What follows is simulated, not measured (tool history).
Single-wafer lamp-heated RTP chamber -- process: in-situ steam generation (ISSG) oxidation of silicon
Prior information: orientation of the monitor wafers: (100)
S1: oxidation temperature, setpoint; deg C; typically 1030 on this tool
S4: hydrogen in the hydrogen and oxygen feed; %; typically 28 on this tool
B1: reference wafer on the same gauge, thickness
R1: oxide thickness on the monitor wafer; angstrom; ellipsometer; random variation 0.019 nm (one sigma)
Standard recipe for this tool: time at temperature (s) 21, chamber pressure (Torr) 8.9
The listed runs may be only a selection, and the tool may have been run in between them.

run 1 hour=0 | S1=1030 time_at_temperature_(s)=21 chamber_pressure_(Torr)=8.9 S4=28 | B1=6.528 | R1=65.84
run 2 hour=37.7 | S1=1030 time_at_temperature_(s)=21 chamber_pressure_(Torr)=8.9 S4=28 | B1=6.518 | R1=66.13
run 3 hour=106.3 | S1=1030 time_at_temperature_(s)=21 chamber_pressure_(Torr)=8.9 S4=28 | B1=6.522 | R1=65.99
run 4 hour=130.5 | S1=1030 time_at_temperature_(s)=21 chamber_pressure_(Torr)=8.9 S4=28 | B1=6.523 | R1=65.97
run 5 hour=168.5 | S1=1030 time_at_temperature_(s)=21 chamber_pressure_(Torr)=8.9 S4=28 | B1=6.522 | R1=65.85
run 6 hour=237.1 | S1=1030 time_at_temperature_(s)=21 chamber_pressure_(Torr)=8.9 S4=28 | B1=6.521 | R1=66.07
run 7 hour=305 | S1=1041 time_at_temperature_(s)=21 chamber_pressure_(Torr)=8.9 S4=28 | B1=6.522 | R1=69.9
run 8 hour=348.1 | S1=1030 time_at_temperature_(s)=21 chamber_pressure_(Torr)=8.9 S4=28 | B1=6.518 | R1=65.81
run 9 hour=377.9 | S1=1030 time_at_temperature_(s)=21 chamber_pressure_(Torr)=8.9 S4=28 | B1=6.526 | R1=66.12
run 10 hour=415.9 | S1=1030 time_at_temperature_(s)=21 chamber_pressure_(Torr)=8.9 S4=28 | B1=6.519 | R1=66.06
run 11 hour=451 | S1=1030 time_at_temperature_(s)=21 chamber_pressure_(Torr)=8.9 S4=28 | B1=6.522 | R1=65.85
run 12 hour=503.3 | S1=1030 time_at_temperature_(s)=21 chamber_pressure_(Torr)=8.9 S4=28 | B1=6.518 | R1=65.99
run 13 hour=570.4 | S1=1030 time_at_temperature_(s)=21 chamber_pressure_(Torr)=8.9 S4=28 | B1=6.531 | R1=66.05
run 14 hour=604 | S1=1011 time_at_temperature_(s)=15 chamber_pressure_(Torr)=7.8 S4=25 | B1=6.519 | R1=50.92
run 15 hour=629 | S1=1030 time_at_temperature_(s)=21 chamber_pressure_(Torr)=9.9 S4=28 | B1=6.514 | R1=64.71
run 16 hour=676.6 | S1=1030 time_at_temperature_(s)=19 chamber_pressure_(Torr)=8.9 S4=28 | B1=6.52 | R1=63.08
run 17 hour=712.1 | S1=1030 time_at_temperature_(s)=25 chamber_pressure_(Torr)=8.4 S4=21 | B1=6.521 | R1=67.97
run 18 hour=752.4 | S1=1030 time_at_temperature_(s)=21 chamber_pressure_(Torr)=8.9 S4=28 | B1=6.52 | R1=65.89
run 19 hour=774.6 | S1=1050 time_at_temperature_(s)=21 chamber_pressure_(Torr)=8.9 S4=25 | B1=6.51 | R1=71.35
run 20 hour=823.2 | S1=1041 time_at_temperature_(s)=27 chamber_pressure_(Torr)=9.6 S4=32 | B1=6.525 | R1=81.04
run 21 hour=873.6 | S1=1012 time_at_temperature_(s)=21 chamber_pressure_(Torr)=8.9 S4=28 | B1=6.514 | R1=60.62
run 22 hour=913 | S1=1015 time_at_temperature_(s)=25 chamber_pressure_(Torr)=10.2 S4=32 | B1=6.522 | R1=67.28
run 23 hour=959.1 | S1=1021 time_at_temperature_(s)=17 chamber_pressure_(Torr)=7.7 S4=32 | B1=6.52 | R1=60.21
run 24 hour=1007.8 | S1=1030 time_at_temperature_(s)=21 chamber_pressure_(Torr)=8.9 S4=28 | B1=6.52 | R1=65.54
run 25 hour=1035.9 | S1=1030 time_at_temperature_(s)=21 chamber_pressure_(Torr)=8.9 S4=28 | B1=6.524 | R1=65.83
run 26 hour=1139.7 | S1=1050 time_at_temperature_(s)=21 chamber_pressure_(Torr)=9.6 S4=28 | B1=6.524 | R1=71.97
run 27 hour=1204.8 | S1=1040 time_at_temperature_(s)=23 chamber_pressure_(Torr)=7.6 S4=28 | B1=6.513 | R1=73.39

Removed from this log: 7 entries logged between the listed runs. Between which two listed runs does each belong, and how does the tool's hidden state at the listed run before it compare with that at the listed run after it?
Logged between run 4 and run 5: pyrometer window cleaned and pyrometer calibrated (hour 148.3)
  no hidden state differs between the two runs
Logged between run 10 and run 11: pyrometer window cleaned and pyrometer calibrated (hour 442.7)
  no hidden state differs between the two runs
Logged between run 11 and run 12: gauge calibrated (hour 470.4)
  no hidden state differs between the two runs
Logged between run 12 and run 13: hydrogen flow controller replaced (hour 540.7)
  no hidden state differs between the two runs
Logged between run 15 and run 16: pressure gauge zeroed (hour 656.8)
  no hidden state differs between the two runs
Logged between run 17 and run 18: pyrometer window cleaned and pyrometer calibrated (hour 751.9)
  no hidden state differs between the two runs
Logged between run 25 and run 26: pyrometer window cleaned and pyrometer calibrated (hour 1096.2)
  no hidden state differs between the two runs
